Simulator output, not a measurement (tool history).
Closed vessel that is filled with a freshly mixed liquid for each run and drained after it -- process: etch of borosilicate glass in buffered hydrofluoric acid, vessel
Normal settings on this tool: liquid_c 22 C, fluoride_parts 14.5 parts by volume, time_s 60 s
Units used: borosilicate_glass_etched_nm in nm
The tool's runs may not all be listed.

run     day  liquid_c  fluoride_parts  time_s  wafers since the last listed run  hours since the thermometer was replaced  hours since the hydrofluoric acid flow meter was replaced  hours since the gauge calibration  read-back film thickness of the borosilicate glass reference wafer, read on the same gauge (nm)  borosilicate_glass_etched_nm
  1       0      25.5            14.5      85                                 0                                    2376.7                                                     1370.3                              662.5                                                                                            80.02                         81.25
  2   3.712      25.5            14.5      85                             11516                                    2465.8                                                     1459.4                              751.6                                                                                               80                         81.49
  3   4.829      25.5            14.5      85                              3463                                    2492.6                                                     1486.2                              778.4                                                                                            80.01                         81.14
  4   5.533        22            14.5      60                              2184                                    2509.5                                                     1503.1                              795.3                                                                                            79.99                         47.69
  5    6.05        22            14.5      60                              1602                                    2521.9                                                     1515.5                              807.7                                                                                            80.01                         47.58
  6   7.504        22            14.5      60                              4510                                    2556.8                                                     1550.4                              842.6                                                                                            80.01                         47.87
  7   8.288        22            14.5      60                              2429                                    2575.6                                                     1569.2                              861.4                                                                                               80                         47.31
  8   8.812        22            14.5      60                              1628                                    2588.2                                                     1581.8                                874                                                                                               80                         47.12
      8.979  -- gauge calibrated
  9   9.492        22            14.5      60                              2106                                    2604.5                                                     1598.1                               12.3                                                                                            79.99                         47.24
     11.308  -- hydrofluoric acid flow meter replaced
 10  12.871        22            14.5      60                             10353                                    2685.6                                                       37.5                               93.4                                                                                               80                         50.53
 11  14.021        22            14.5      60                              3567                                    2713.2                                                       65.1                                121                                                                                            79.99                         49.63
 12  15.204        27              12      50                              3670                                    2741.6                                                       93.5                              149.4                                                                                            79.99                         65.85
 13  15.942      18.5            14.5      70                              2287                                    2759.3                                                      111.2                              167.1                                                                                            80.01                         47.76
 14  16.746      25.5            14.5      85                              2494                                    2778.6                                                      130.5                              186.4                                                                                            79.97                         85.74
 15  17.317        22            14.5      60                              1770                                    2792.3                                                      144.2                              200.1                                                                                               80                         49.93
 16  17.896      19.5              12      70                              1796                                    2806.2                                                      158.1                                214                                                                                            80.01                          61.1
 17  19.304        18              16      95                              4368                                      2840                                                      191.9                              247.8                                                                                            80.01                         57.61
 18  20.196        22            12.5      80                              2765                                    2861.4                                                      213.3                              269.2                                                                                               80                         76.66
 19  21.283        22            14.5      60                              3373                                    2887.5                                                      239.4                              295.3                                                                                            80.01                         49.49
 20  22.192        17            14.5      60                              2817                                    2909.3                                                      261.2                              317.1                                                                                            80.02                         37.49
     26.092  -- thermometer replaced
 21  26.262        22            14.5      60                             12498                                       4.1                                                      358.9                              414.8                                                                                            79.99                         49.12
 22  27.229      25.5            14.5      80                              2998                                      27.3                                                      382.1                                438                                                                                            79.99                         80.17
 23  28.325      18.5            14.5      90                              3399                                      53.6                                                      408.4                              464.3                                                                                            79.98                         61.49
 24  29.288        22              17      60                              2985                                      76.7                                                      431.5                              487.4                                                                                            80.01                         41.92
 25  30.725      25.5            14.5      85                              4459                                     111.2                                                        466                              521.9                                                                                            80.02                         83.83
 26  31.317      25.5            10.5      75                              1835                                     125.4                                                      480.2                              536.1                                                                                               80                        101.86
 27  32.233        22               9      60                              2843                                     147.4                                                      502.2                              558.1                                                                                            80.02                         76.88
 28    36.7        22            14.5      60                             13855                                     254.6                                                      609.4                              665.3                                                                                               80                         48.93
 29  37.317        22              11      30                              1912                                     269.4                                                      624.2                              680.1                                                                                               80                         32.45
 30  38.283      18.5              12      60                              2998                                     292.6                                                      647.4                              703.3                                                                                            80.01                         49.01
 31  39.154        22            14.5      60                              2701                                     313.5                                                      668.3                              724.2                                                                                            79.99                         49.33
 32  40.246      25.5            14.5      85                              3386                                     339.7                                                      694.5                              750.4                                                                                            80.01                         83.69
 33  42.712        22            14.5      60                              7651                                     398.9                                                      753.7                              809.6                                                                                            79.98                         49.31
     43.712  -- gauge calibrated
 34  43.854        20            18.5      85                              3541                                     426.3                                                      781.1                                3.4                                                                                            79.99                         48.68

Forecast each of these 3 alternatives for the next run:
  A  43.883        22            14.5      60                                90                                       427                                                      781.8                                4.1                                                                                                ?                             ?
  B  43.883      17.5              12      60                                90                                       427                                                      781.8                                4.1                                                                                                ?                             ?
  C  43.883        19            14.5      90                                90                                       427                                                      781.8                                4.1                                                                                                ?                             ?

run  read-back film thickness of the borosilicate glass reference wafer, read on the same gauge (nm)  borosilicate_glass_etched_nm
  A                                                                                               80                         48.91
  B                                                                                               80                         46.06
  C                                                                                               80                         62.24
Stripped of hidden state, with their random variation kept, the same runs would have yielded:
run  borosilicate_glass_etched_nm
  A                         50.76
  B                         47.81
  C                         64.61
